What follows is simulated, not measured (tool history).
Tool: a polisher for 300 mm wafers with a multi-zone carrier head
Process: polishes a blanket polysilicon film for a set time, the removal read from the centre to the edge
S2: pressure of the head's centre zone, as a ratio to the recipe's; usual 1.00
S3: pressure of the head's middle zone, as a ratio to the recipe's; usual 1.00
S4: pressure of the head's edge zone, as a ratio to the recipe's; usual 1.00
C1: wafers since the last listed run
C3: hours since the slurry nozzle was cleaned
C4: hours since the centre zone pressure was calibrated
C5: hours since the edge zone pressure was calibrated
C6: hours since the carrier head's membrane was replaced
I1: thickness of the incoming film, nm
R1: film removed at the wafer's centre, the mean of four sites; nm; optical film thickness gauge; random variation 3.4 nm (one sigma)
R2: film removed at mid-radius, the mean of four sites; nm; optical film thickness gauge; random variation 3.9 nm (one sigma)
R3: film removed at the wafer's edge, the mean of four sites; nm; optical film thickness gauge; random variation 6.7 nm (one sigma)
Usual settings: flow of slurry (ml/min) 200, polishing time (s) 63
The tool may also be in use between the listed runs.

Run 1, day 0.000: usual settings but polishing time (s) 53; C1 0; wafers polished on this pad 361; C3 274.3; C4 62.8; C5 36.1; C6 41.4; I1 1942.6. Result: R1 391.1 nm, R2 391.4 nm, R3 375.5 nm.
Run 2, day 3.579: usual settings but polishing time (s) 53; C1 985; wafers polished on this pad 1347; C3 360.2; C4 148.7; C5 122.0; C6 127.3; I1 1938.1. Result: R1 381.8 nm, R2 388.1 nm, R3 377.2 nm.
Run 3, day 7.612: usual settings but S3 1.06; C1 1110; wafers polished on this pad 2458; C3 457.0; C4 245.5; C5 218.8; C6 224.1; I1 1904.2. Result: R1 445.8 nm, R2 477.5 nm, R3 434.1 nm.
Run 4, day 10.754: usual settings but S3 1.06; C1 865; wafers polished on this pad 3323; C3 532.4; C4 320.9; C5 294.2; C6 299.5; I1 1898.2. Result: R1 440.1 nm, R2 470.9 nm, R3 423.9 nm.
At day 12.512: slurry nozzle cleaned.
Run 5, day 14.658: usual settings but flow of slurry (ml/min) 135, S3 1.12; C1 1063; wafers polished on this pad 4387; C3 51.5; C4 414.6; C5 387.9; C6 393.2; I1 1925.7. Result: R1 403.1 nm, R2 448.9 nm, R3 398.9 nm.
At day 16.700: centre zone pressure recalibrated.
Run 6, day 17.233: usual settings but S2 1.12, polishing time (s) 54; C1 686; wafers polished on this pad 5073; C3 113.3; C4 12.8; C5 449.7; C6 455.0; I1 1924.2. Result: R1 418.4 nm, R2 379.2 nm, R3 361.9 nm.
At day 20.700: worn pad replaced by a new one.
Run 7, day 21.029: usual settings but S3 0.97, S4 1.06; C1 999; wafers polished on this pad 90; C3 204.4; C4 103.9; C5 540.8; C6 546.1; I1 1905.4. Result: R1 461.6 nm, R2 460.7 nm, R3 471.1 nm.
Run 8, day 22.625: usual settings; C1 439; wafers polished on this pad 530; C3 242.7; C4 142.2; C5 579.1; C6 584.4; I1 1899.4. Result: R1 459.7 nm, R2 470.1 nm, R3 439.1 nm.
Run 9, day 25.392: usual settings but polishing time (s) 76; C1 761; wafers polished on this pad 1292; C3 309.1; C4 208.6; C5 645.5; C6 650.8; I1 1890.4. Result: R1 552.6 nm, R2 563.6 nm, R3 533.4 nm.
Run 10, day 28.533: usual settings but flow of slurry (ml/min) 145, S2 0.93, S3 0.90; C1 865; wafers polished on this pad 2157; C3 384.5; C4 284.0; C5 720.9; C6 726.2; I1 1892.3. Result: R1 392.8 nm, R2 407.0 nm, R3 423.8 nm.
At day 31.125: carrier head's membrane replaced by a new one.
Run 11, day 32.396: usual settings but S2 1.09, polishing time (s) 72; C1 1006; wafers polished on this pad 3163; C3 477.2; C4 376.7; C5 813.6; C6 30.5; I1 1892.8. Result: R1 561.0 nm, R2 520.1 nm, R3 489.8 nm.
At day 35.442: slurry nozzle cleaned.
Run 12, day 36.800: usual settings but flow of slurry (ml/min) 270, S2 0.89, S3 0.94, polishing time (s) 46; C1 1201; wafers polished on this pad 4364; C3 32.6; C4 482.4; C5 919.3; C6 136.2; I1 1905.5. Result: R1 298.1 nm, R2 326.2 nm, R3 326.3 nm.
At day 38.967: edge zone pressure recalibrated.
At day 40.800: centre zone pressure recalibrated.
Run 13, day 40.867: usual settings but S2 1.11, S4 1.06; C1 1074; wafers polished on this pad 5438; C3 130.2; C4 1.6; C5 45.6; C6 233.8; I1 1912.4. Result: R1 479.6 nm, R2 438.8 nm, R3 441.6 nm.
At day 41.079: worn pad replaced by a new one.
Run 14, day 44.558: usual settings but flow of slurry (ml/min) 170, S3 0.91; C1 970; wafers polished on this pad 957; C3 218.8; C4 90.2; C5 134.2; C6 322.4; I1 1899.2. Result: R1 446.0 nm, R2 427.4 nm, R3 435.1 nm.
Run 15, day 48.929: usual settings but polishing time (s) 53; C1 1203; wafers polished on this pad 2161; C3 323.7; C4 195.1; C5 239.1; C6 427.3; I1 1900.0. Result: R1 383.3 nm, R2 384.2 nm, R3 358.9 nm.
Run 16, day 52.842: usual settings; C1 1077; wafers polished on this pad 3238; C3 417.6; C4 289.0; C5 333.0; C6 521.2; I1 1941.0. Result: R1 448.2 nm, R2 457.9 nm, R3 430.0 nm.
At day 55.992: slurry nozzle cleaned.
Run 17, day 56.021: usual settings but S2 1.09, S3 0.92; C1 864; wafers polished on this pad 4102; C3 0.7; C4 365.3; C5 409.3; C6 597.5; I1 1891.1. Result: R1 479.6 nm, R2 421.5 nm, R3 425.9 nm.
Run 18, day 59.733: usual settings but flow of slurry (ml/min) 225, S2 1.06, S3 0.93, polishing time (s) 84; C1 1022; wafers polished on this pad 5125; C3 89.8; C4 454.4; C5 498.4; C6 686.6; I1 1897.8. Result: R1 626.4 nm, R2 572.6 nm, R3 563.2 nm.
Run 19, day 61.721: usual settings; C1 547; wafers polished on this pad 5672; C3 137.5; C4 502.1; C5 546.1; C6 734.3; I1 1895.1. Result: R1 430.6 nm, R2 440.9 nm, R3 422.7 nm.

Run 20 comes next. What will it give?
At day 64.650: worn pad replaced by a new one.
At day 64.762: centre zone pressure recalibrated.
At day 65.817: carrier head's membrane replaced by a new one.
Run 20, day 66.117: usual settings but flow of slurry (ml/min) 155, S3 1.04, polishing time (s) 76; C1 1084; wafers polished on this pad 323; C3 243.0; C4 32.5; C5 651.6; C6 7.2; I1 1886.9. Result: R1 ?, R2 ?, R3 ?.

Run 20 gave R1 526.3 nm, R2 555.0 nm, R3 521.6 nm.
Without the tool's hidden state the same run would have given R1 531.5 nm, R2 560.5 nm, R3 526.7 nm.
